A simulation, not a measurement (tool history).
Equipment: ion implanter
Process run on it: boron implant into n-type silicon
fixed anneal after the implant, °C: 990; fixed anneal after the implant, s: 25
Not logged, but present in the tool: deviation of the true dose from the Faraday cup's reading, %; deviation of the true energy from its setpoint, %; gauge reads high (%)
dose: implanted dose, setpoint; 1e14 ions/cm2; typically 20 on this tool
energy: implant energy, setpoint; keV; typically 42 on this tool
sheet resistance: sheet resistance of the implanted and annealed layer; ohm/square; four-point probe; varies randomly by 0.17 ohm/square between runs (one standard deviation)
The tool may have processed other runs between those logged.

run	day	dose	energy	wafers since the last listed run	hours since the last dose calibration	hours since the extraction supply was calibrated	hours since the gauge calibration	read-back reference wafer on the same gauge, sheet resistance	sheet resistance
1	0	20	34.5	0	754.5	4826.6	784.4	80.14	71.78
2	2.421	20	34.5	1105	812.6	4884.7	842.5	80.07	72.01
3	4.983	22.05	42	1170	874.1	4946.2	904	80.1	65.28
4	9.133	22.05	42	1894	973.7	5045.8	1003.6	80.06	65.2
5	10.917	20	42	814	1016.5	5088.6	1046.4	80.11	69.83
6	12.392	20	42	673	1051.9	5124	1081.8	80.08	69.75
7	14.183	20	42	818	1094.9	5167	1124.8	80.12	69.54
8	16.246	20	42	941	1144.4	5216.5	1174.3	80.13	69.57
9	17.746	20	42	684	1180.4	5252.5	1210.3	80.1	69.43
# day 18.788: Faraday cup replaced and dose calibrated
10	19.562	20	42	677	18.6	5296.1	1253.9	80.12	70.45
11	21.438	20	42	856	63.6	5341.1	1298.9	80.1	70.44
12	23.317	20	42	858	108.7	5386.2	1344	80.11	70.67
13	25.704	20	33.5	1090	166	5443.5	1401.3	80.12	72.64
# day 25.854: gauge calibrated
14	28.246	20	33.5	1160	227	5504.5	57.4	80.1	72.74
15	31.088	14.62	50.5	1297	295.2	5572.7	125.6	80.08	88.61
16	33.875	23.6	27.5	1272	362.1	5639.6	192.5	80.09	68.62
17	35.158	25.28	30.5	585	392.9	5670.4	223.3	80.07	64.1
# day 36.979: extraction supply calibrated
18	37.125	23.06	37	745	440.1	3.5	270.5	80.03	65.21
19	39.679	20	42	1166	501.4	64.8	331.8	80.06	70.55
20	41.421	22.79	49	795	543.2	106.6	373.6	80.12	63.57
21	43.558	24.01	36	975	594.5	157.9	424.9	80.07	64.11
22	45.092	20	42	700	631.3	194.7	461.7	80.12	70.18
23	47.929	20	42	1295	699.4	262.8	529.8	80.07	70.13
24	50.421	20	54.5	1137	759.2	322.6	589.6	80.1	68.66
25	51.75	20	42	606	791.1	354.5	621.5	80.07	70.21
26	54.183	14.57	37	1111	849.5	412.9	679.9	80.1	89.24
27	55.425	20	42	566	879.3	442.7	709.7	80.1	69.89
28	57.138	23.49	53.5	781	920.4	483.8	750.8	80.17	61.1

Some steps in sheet resistance between neighbouring runs. How much of each would the tool show without its hidden state too (settings, what came in, random variation), and how much is left for the hidden state, with any gauge scatter that isn't in both results?
Run 9 -> 10: Faraday cup replaced and dose calibrated. sheet resistance +1.02 ohm/square: hidden state +1.11, all else -0.09.
Run 15 -> 16: dose 14.62 -> 23.6, energy 50.5 -> 27.5. sheet resistance -19.99 ohm/square: hidden state +0.03, all else -20.02.
Run 25 -> 26: dose 20 -> 14.57, energy 42 -> 37. sheet resistance +19.03 ohm/square: hidden state -0.27, all else +19.3.
Run 26 -> 27: dose 14.57 -> 20, energy 37 -> 42. sheet resistance -19.35 ohm/square: hidden state +0.17, all else -19.52.
